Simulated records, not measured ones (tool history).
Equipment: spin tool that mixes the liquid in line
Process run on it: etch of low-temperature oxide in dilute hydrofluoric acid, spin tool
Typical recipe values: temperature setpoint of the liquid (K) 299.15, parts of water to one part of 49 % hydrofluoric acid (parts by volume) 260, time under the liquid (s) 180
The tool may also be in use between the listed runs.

run,hour,temperature setpoint of the liquid (K),parts of water to one part of 49 % hydrofluoric acid (parts by volume),time under the liquid (s),wafers since the last listed run,hours since the thermometer was replaced,hours since the hydrofluoric acid flow meter was replaced,hours since the gauge calibration,"read-back film thickness of the low-temperature oxide reference wafer, read on the same gauge (nm)",thickness taken off the low-temperature oxide on a monitor wafer (angstrom)
1,0,299.15,260,180,0,936.5,2022.3,203.3,80,122.5
2,52.5,299.15,350,180,469,989,2074.8,255.8,80.01,84.1
3,68.1,299.15,350,180,139,1004.6,2090.4,271.4,79.98,82.8
4,100.8,299.15,350,180,292,1037.3,2123.1,304.1,79.96,83
5,112.5,299.15,260,180,104,1049,2134.8,315.8,80.01,122.6
6,123.3,301.15,260,180,96,1059.8,2145.6,326.6,80.02,131.3
# hour 130.8: gauge calibrated
7,140.6,297.65,175,180,154,1077.1,2162.9,9.8,79.98,187.9
8,149.2,299.15,260,180,76,1085.7,2171.5,18.4,80,123.3
# hour 163.5: hydrofluoric acid flow meter replaced
9,165.8,299.15,260,180,139,1102.3,2.3,35,80.02,108.6
10,172.2,299.15,180,265,57,1108.7,8.7,41.4,79.99,252.3
11,184.7,300.65,260,135,111,1121.2,21.2,53.9,79.96,86.8
# hour 192.5: thermometer replaced
12,198.6,302.15,385,150,115,6.1,35.1,67.8,79.99,59.2
13,213.8,294.15,260,140,135,21.3,50.3,83,79.99,71
14,223.3,297.65,175,180,84,30.8,59.8,92.5,79.97,167.2
15,233.8,297.15,320,225,93,41.3,70.3,103,80,97.3
16,251.2,299.15,340,150,155,58.7,87.7,120.4,80.04,64.4
17,260.1,296.15,345,135,79,67.6,96.6,129.3,80.01,50.8
18,276.3,299.15,260,180,144,83.8,112.8,145.5,79.98,108.7
19,313.3,297.65,225,85,331,120.8,149.8,182.5,80,58.7

Across each entry between runs, compare the hidden state at the last listed run before it with the hidden state at the first listed run after it:
Runs 6 to 7: gauge calibrated (hour 130.8)
  hydrofluoric acid flow above the setpoint (%): 11.3 -> 11.4
  difference, measured minus the result without the unlogged condition, thickness taken off the low-temperature oxide on a monitor wafer (angstrom): +16.7 -> +22.6
Runs 8 to 9: hydrofluoric acid flow meter replaced (hour 163.5)
  hydrofluoric acid flow above the setpoint (%): 11.4 -> 0.848
  difference, measured minus the result without the unlogged condition, thickness taken off the low-temperature oxide on a monitor wafer (angstrom): +15.8 -> +1.2
Runs 11 to 12: thermometer replaced (hour 192.5)
  hydrofluoric acid flow above the setpoint (%): 0.94 -> 1.01
  difference, measured minus the result without the unlogged condition, thickness taken off the low-temperature oxide on a monitor wafer (angstrom): +1 -> +0.9

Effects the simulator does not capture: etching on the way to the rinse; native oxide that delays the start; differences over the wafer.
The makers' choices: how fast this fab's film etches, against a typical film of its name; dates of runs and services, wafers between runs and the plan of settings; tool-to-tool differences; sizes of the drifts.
